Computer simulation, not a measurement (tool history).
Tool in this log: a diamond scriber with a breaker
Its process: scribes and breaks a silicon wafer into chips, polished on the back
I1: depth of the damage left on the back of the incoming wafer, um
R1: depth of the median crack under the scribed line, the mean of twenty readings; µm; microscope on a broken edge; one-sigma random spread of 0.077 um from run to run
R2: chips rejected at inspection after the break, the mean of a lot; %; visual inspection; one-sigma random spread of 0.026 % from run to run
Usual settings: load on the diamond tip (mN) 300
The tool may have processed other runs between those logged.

Run 1, hour 0: usual settings but load on the diamond tip (mN) 333; I1 0.02. Result: R1 10.48 µm, R2 0.53 %.
Run 2, hour 14: usual settings; I1 0.04. Result: R1 9.54 µm, R2 1.62 %.
Run 3, hour 23.5: usual settings; I1 0.02. Result: R1 9.5 µm, R2 1.67 %.
Run 4, hour 38: usual settings; I1 0.03. Result: R1 9.57 µm, R2 1.8 %.
Run 5, hour 54.9: usual settings but load on the diamond tip (mN) 276; I1 0.04. Result: R1 8.88 µm, R2 3.46 %.
At hour 58.6: load on the tip recalibrated.
Run 6, hour 69.1: usual settings; I1 0.01. Result: R1 10.65 µm, R2 0.44 %.
At hour 80.7: diamond tip replaced by a new one.
Run 7, hour 81.5: usual settings; I1 0.03. Result: R1 10.54 µm, R2 0.47 %.
Run 8, hour 91.1: usual settings; I1 0.04. Result: R1 10.61 µm, R2 0.48 %.
Run 9, hour 107.3: usual settings but load on the diamond tip (mN) 269; I1 0.04. Result: R1 9.74 µm, R2 1.28 %.
Run 10, hour 122.7: usual settings but load on the diamond tip (mN) 376; I1 0.03. Result: R1 12.42 µm, R2 2.77 %.
Run 11, hour 129.4: usual settings but load on the diamond tip (mN) 232; I1 0.04. Result: R1 8.63 µm, R2 4.32 %.
Run 12, hour 143.1: usual settings but load on the diamond tip (mN) 234; I1 0.04. Result: R1 8.74 µm, R2 4.21 %.
Run 13, hour 155.6: usual settings but load on the diamond tip (mN) 269; I1 0.02. Result: R1 9.54 µm, R2 1.24 %.
Run 14, hour 172.1: usual settings but load on the diamond tip (mN) 327; I1 0.03. Result: R1 11.13 µm, R2 0.63 %.

Here are 5 independent what-if runs from the current tool condition. What would each one return?
Run A, hour 172.7: usual settings; I1 0.04. Result: R1 ?, R2 ?.
Run B, hour 172.7: usual settings but load on the diamond tip (mN) 247; I1 0.04. Result: R1 ?, R2 ?.
Run C, hour 172.7: usual settings but load on the diamond tip (mN) 354; I1 0.04. Result: R1 ?, R2 ?.
Run D, hour 172.7: usual settings but load on the diamond tip (mN) 374; I1 0.04. Result: R1 ?, R2 ?.
Run E, hour 172.7: usual settings but load on the diamond tip (mN) 364; I1 0.04. Result: R1 ?, R2 ?.

run     R1    R2
  A  10.47  0.49
  B   9.07  2.98
  C  11.81   1.3
  D  12.28  2.14
  E  12.05  1.69
Without the tool's hidden state the same runs would have given:
run     R1    R2
  A  10.72  0.44
  B   9.29  2.33
  C  12.08  1.76
  D  12.57  2.77
  E  12.33  2.24
